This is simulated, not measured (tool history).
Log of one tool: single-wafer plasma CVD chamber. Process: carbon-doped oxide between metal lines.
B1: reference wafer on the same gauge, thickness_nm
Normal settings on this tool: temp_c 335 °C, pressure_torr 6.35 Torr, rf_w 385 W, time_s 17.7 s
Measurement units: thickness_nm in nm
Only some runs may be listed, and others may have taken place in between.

run 1 day=0.000 | temp_c=335 pressure_torr=6.35 rf_w=440 time_s=17.7 | B1=64.151 | thickness_nm=79.862
-- day=1.117 capacitance manometer re-zeroed and calibrated
run 2 day=2.408 | temp_c=335 pressure_torr=6.35 rf_w=385 time_s=17.7 | B1=64.288 | thickness_nm=74.757
run 3 day=5.971 | temp_c=335 pressure_torr=6.35 rf_w=385 time_s=17.7 | B1=64.222 | thickness_nm=74.783
run 4 day=7.954 | temp_c=335 pressure_torr=6.35 rf_w=385 time_s=17.7 | B1=64.143 | thickness_nm=74.737
run 5 day=10.712 | temp_c=329 pressure_torr=6.35 rf_w=385 time_s=17.7 | B1=64.242 | thickness_nm=76.163
-- day=12.242 gauge calibrated
run 6 day=14.196 | temp_c=329 pressure_torr=6.35 rf_w=385 time_s=17.7 | B1=64.153 | thickness_nm=75.889
run 7 day=17.771 | temp_c=335 pressure_torr=5.82 rf_w=435 time_s=17.7 | B1=64.153 | thickness_nm=78.656
run 8 day=19.842 | temp_c=335 pressure_torr=5.82 rf_w=435 time_s=17.7 | B1=64.194 | thickness_nm=78.774
run 9 day=23.650 | temp_c=342 pressure_torr=7.04 rf_w=410 time_s=14.2 | B1=64.300 | thickness_nm=60.910
-- day=24.125 showerhead replaced
run 10 day=25.621 | temp_c=335 pressure_torr=6.35 rf_w=460 time_s=17.7 | B1=64.220 | thickness_nm=81.616
run 11 day=27.958 | temp_c=330 pressure_torr=6.35 rf_w=385 time_s=17.7 | B1=64.122 | thickness_nm=75.763
-- day=29.779 RF generator calibrated
run 12 day=32.042 | temp_c=335 pressure_torr=6.35 rf_w=450 time_s=17.7 | B1=64.196 | thickness_nm=83.669
-- day=33.979 capacitance manometer re-zeroed and calibrated
run 13 day=35.062 | temp_c=335 pressure_torr=5.76 rf_w=385 time_s=16.2 | B1=64.267 | thickness_nm=69.838
run 14 day=37.608 | temp_c=335 pressure_torr=6.35 rf_w=385 time_s=17.7 | B1=64.159 | thickness_nm=77.246
run 15 day=39.342 | temp_c=335 pressure_torr=5.74 rf_w=350 time_s=17.7 | B1=64.279 | thickness_nm=72.819
run 16 day=43.238 | temp_c=327 pressure_torr=6.35 rf_w=385 time_s=17.7 | B1=64.249 | thickness_nm=78.432
-- day=44.338 thermocouple changed; heater temperature recalibrated
run 17 day=45.571 | temp_c=335 pressure_torr=6.35 rf_w=385 time_s=19.6 | B1=64.150 | thickness_nm=82.839
run 18 day=47.117 | temp_c=322 pressure_torr=7.51 rf_w=325 time_s=19.3 | B1=64.267 | thickness_nm=79.748
run 19 day=49.317 | temp_c=335 pressure_torr=6.35 rf_w=310 time_s=17.7 | B1=64.142 | thickness_nm=67.285
run 20 day=51.412 | temp_c=335 pressure_torr=5.49 rf_w=385 time_s=17.7 | B1=64.207 | thickness_nm=73.688
run 21 day=55.004 | temp_c=322 pressure_torr=7.51 rf_w=325 time_s=19.3 | B1=64.228 | thickness_nm=79.248
run 22 day=57.871 | temp_c=342 pressure_torr=6.35 rf_w=385 time_s=14.7 | B1=64.204 | thickness_nm=61.232
run 23 day=61.962 | temp_c=323 pressure_torr=6.35 rf_w=385 time_s=15.2 | B1=64.077 | thickness_nm=66.604
run 24 day=65.325 | temp_c=320 pressure_torr=6.35 rf_w=385 time_s=17.7 | B1=64.275 | thickness_nm=78.788
run 25 day=67.867 | temp_c=335 pressure_torr=4.81 rf_w=420 time_s=19.2 | B1=64.218 | thickness_nm=80.984

Run 26 is up next; what results do you expect?
-- day=71.658 capacitance manometer re-zeroed and calibrated
run 26 day=72.112 | temp_c=335 pressure_torr=6.35 rf_w=355 time_s=17.7 | B1=? | thickness_nm=?

B1: 64.261
thickness_nm: 71.783 nm
The same run, on a tool lacking any hidden state, would have yielded thickness_nm 73.739 nm.
